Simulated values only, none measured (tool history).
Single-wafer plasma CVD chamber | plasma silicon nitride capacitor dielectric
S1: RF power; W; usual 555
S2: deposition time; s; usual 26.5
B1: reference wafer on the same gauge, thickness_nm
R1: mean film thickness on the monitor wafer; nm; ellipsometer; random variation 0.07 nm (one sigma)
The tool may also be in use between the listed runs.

run	hour	S1	S2	B1	R1
1	0	555	26.5	32.599	40.012
2	12.1	555	24.7	32.59	37.154
3	27.3	555	29.5	32.602	44.618
4	40.1	555	29.5	32.614	44.409
5	47.9	555	29.5	32.586	44.56
6	56.2	625	26.5	32.599	41.241
7	67.3	625	26.5	32.596	41.173
8	82.2	630	25.1	32.602	39.135
9	90.9	555	28.1	32.607	42.399
10	103.5	555	26.5	32.614	39.921
11	114.7	555	26.5	32.599	39.893
12	129.6	555	26.5	32.589	39.889
13	146.6	555	26.5	32.599	39.833
14	157	555	26.5	32.59	39.856
15	173.1	555	26.5	32.592	39.856
16	181.8	555	26.5	32.597	39.831
# hour 195.9: showerhead replaced
17	196.4	485	26.5	32.599	38.532
18	216.4	485	26.5	32.622	38.472
19	226.4	485	26.5	32.596	38.435
20	237	555	26.5	32.617	39.833
21	254.4	555	26.5	32.6	39.712
22	264.6	505	22.6	32.624	33.01
23	274.7	625	24.4	32.59	37.729
# hour 293.2: RF generator calibrated
24	293.7	555	21.9	32.589	33.556
25	297.4	555	26.5	32.608	40.466
26	310.6	555	24.7	32.601	37.818
27	324.8	595	26.5	32.603	41.272
28	336.1	555	31	32.615	47.386
29	352.2	625	24.5	32.591	38.62
30	363.9	515	31	32.595	46.521
31	377.5	555	26.5	32.59	40.375
32	393.7	605	24.5	32.594	38.353
33	406.8	555	24.7	32.6	37.749
# hour 415.7: gauge calibrated
34	418.6	490	24.9	32.591	36.966
35	426.3	510	23.2	32.592	34.737
36	437.1	555	26.5	32.621	40.392
37	449.5	555	26.5	32.59	40.586
38	458	500	24.8	32.584	36.866
39	464.6	510	28.6	32.608	42.748
40	475.9	460	24.8	32.605	36.118
41	492.6	555	26.5	32.594	40.364
42	506.8	555	26.5	32.591	40.575
43	523.2	555	26.5	32.597	40.544
44	540.9	600	26.5	32.608	41.364
45	552.9	555	26.5	32.593	40.392

Measured less the same run without the tool's hidden state. The same run-to-run variation is in both; the gauge's scatter may not be:
The hidden state here: delivered RF power above the setpoint (%); gauge reads high (%).
run	R1
1	-0.529
2	-0.502
3	-0.618
4	-0.628
5	-0.639
6	-0.599
7	-0.609
8	-0.593
9	-0.651
10	-0.625
11	-0.636
12	-0.651
13	-0.668
14	-0.679
15	-0.696
16	-0.705
17	-0.697
18	-0.717
19	-0.727
20	-0.766
21	-0.783
22	-0.66
23	-0.766
24	-0.01
25	-0.013
26	-0.012
27	-0.013
28	-0.016
29	-0.013
30	-0.017
31	-0.015
32	-0.016
33	-0.017
34	-0.017
35	-0.017
36	-0.021
37	-0.023
38	-0.021
39	-0.025
40	-0.023
41	-0.028
42	-0.031
43	-0.034
44	-0.038
45	-0.039
